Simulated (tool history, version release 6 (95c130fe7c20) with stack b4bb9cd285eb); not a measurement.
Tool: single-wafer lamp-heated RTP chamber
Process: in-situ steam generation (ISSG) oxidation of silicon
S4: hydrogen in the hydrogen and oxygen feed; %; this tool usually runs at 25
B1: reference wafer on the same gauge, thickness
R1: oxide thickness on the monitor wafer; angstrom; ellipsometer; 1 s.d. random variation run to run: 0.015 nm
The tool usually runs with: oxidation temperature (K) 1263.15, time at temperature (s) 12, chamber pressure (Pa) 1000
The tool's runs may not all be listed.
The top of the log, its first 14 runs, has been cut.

{"hour": 836.9, "done": "gauge calibrated"}
{"run": 15, "hour": 870.7, "oxidation temperature (K)": 1263.15, "time at temperature (s)": 12, "chamber pressure (Pa)": 1080, "S4": 21, "B1": 4.249, "R1": 43.55}
{"run": 16, "hour": 910.8, "oxidation temperature (K)": 1246.15, "time at temperature (s)": 12, "chamber pressure (Pa)": 1000, "S4": 25, "B1": 4.248, "R1": 43.33}
{"run": 17, "hour": 959.1, "oxidation temperature (K)": 1263.15, "time at temperature (s)": 12, "chamber pressure (Pa)": 1000, "S4": 16, "B1": 4.244, "R1": 40.9}
{"hour": 1000.5, "done": "pressure gauge zeroed"}
{"run": 18, "hour": 1061.1, "oxidation temperature (K)": 1263.15, "time at temperature (s)": 12, "chamber pressure (Pa)": 1000, "S4": 25, "B1": 4.227, "R1": 45.67}
{"run": 19, "hour": 1104.7, "oxidation temperature (K)": 1263.15, "time at temperature (s)": 11, "chamber pressure (Pa)": 920, "S4": 25, "B1": 4.222, "R1": 43.97}
{"run": 20, "hour": 1204.2, "oxidation temperature (K)": 1272.15, "time at temperature (s)": 12, "chamber pressure (Pa)": 1147, "S4": 32, "B1": 4.219, "R1": 49.73}
{"run": 21, "hour": 1260.3, "oxidation temperature (K)": 1263.15, "time at temperature (s)": 14, "chamber pressure (Pa)": 1120, "S4": 25, "B1": 4.217, "R1": 48.8}
{"run": 22, "hour": 1304.0, "oxidation temperature (K)": 1247.15, "time at temperature (s)": 12, "chamber pressure (Pa)": 1000, "S4": 21, "B1": 4.213, "R1": 41.48}
{"hour": 1331.1, "done": "pyrometer window cleaned and pyrometer calibrated"}
{"run": 23, "hour": 1374.4, "oxidation temperature (K)": 1257.15, "time at temperature (s)": 10, "chamber pressure (Pa)": 1107, "S4": 18, "B1": 4.203, "R1": 38.03}
{"run": 24, "hour": 1458.4, "oxidation temperature (K)": 1263.15, "time at temperature (s)": 12, "chamber pressure (Pa)": 1000, "S4": 25, "B1": 4.206, "R1": 45.37}
{"run": 25, "hour": 1520.5, "oxidation temperature (K)": 1263.15, "time at temperature (s)": 12, "chamber pressure (Pa)": 920, "S4": 32, "B1": 4.207, "R1": 48.72}
{"run": 26, "hour": 1566.3, "oxidation temperature (K)": 1263.15, "time at temperature (s)": 8, "chamber pressure (Pa)": 1000, "S4": 32, "B1": 4.206, "R1": 41.63}
{"run": 27, "hour": 1667.6, "oxidation temperature (K)": 1263.15, "time at temperature (s)": 12, "chamber pressure (Pa)": 1000, "S4": 25, "B1": 4.209, "R1": 45.57}
{"run": 28, "hour": 1747.4, "oxidation temperature (K)": 1263.15, "time at temperature (s)": 12, "chamber pressure (Pa)": 1000, "S4": 17, "B1": 4.201, "R1": 41.17}
{"run": 29, "hour": 1793.9, "oxidation temperature (K)": 1263.15, "time at temperature (s)": 12, "chamber pressure (Pa)": 1160, "S4": 15, "B1": 4.207, "R1": 39.62}
{"run": 30, "hour": 1858.6, "oxidation temperature (K)": 1263.15, "time at temperature (s)": 12, "chamber pressure (Pa)": 1000, "S4": 25, "B1": 4.202, "R1": 45.28}

The next listed run, before its measurement:
{"hour": 1898.4, "done": "pyrometer window cleaned and pyrometer calibrated"}
{"run": 31, "hour": 1951.7, "oxidation temperature (K)": 1263.15, "time at temperature (s)": 12, "chamber pressure (Pa)": 1000, "S4": 25, "B1": "?", "R1": "?"}

{"run 31": {"B1": 4.199, "R1": 45.56}}
With no hidden state in the tool, this same run would have given R1 46.12 angstrom.
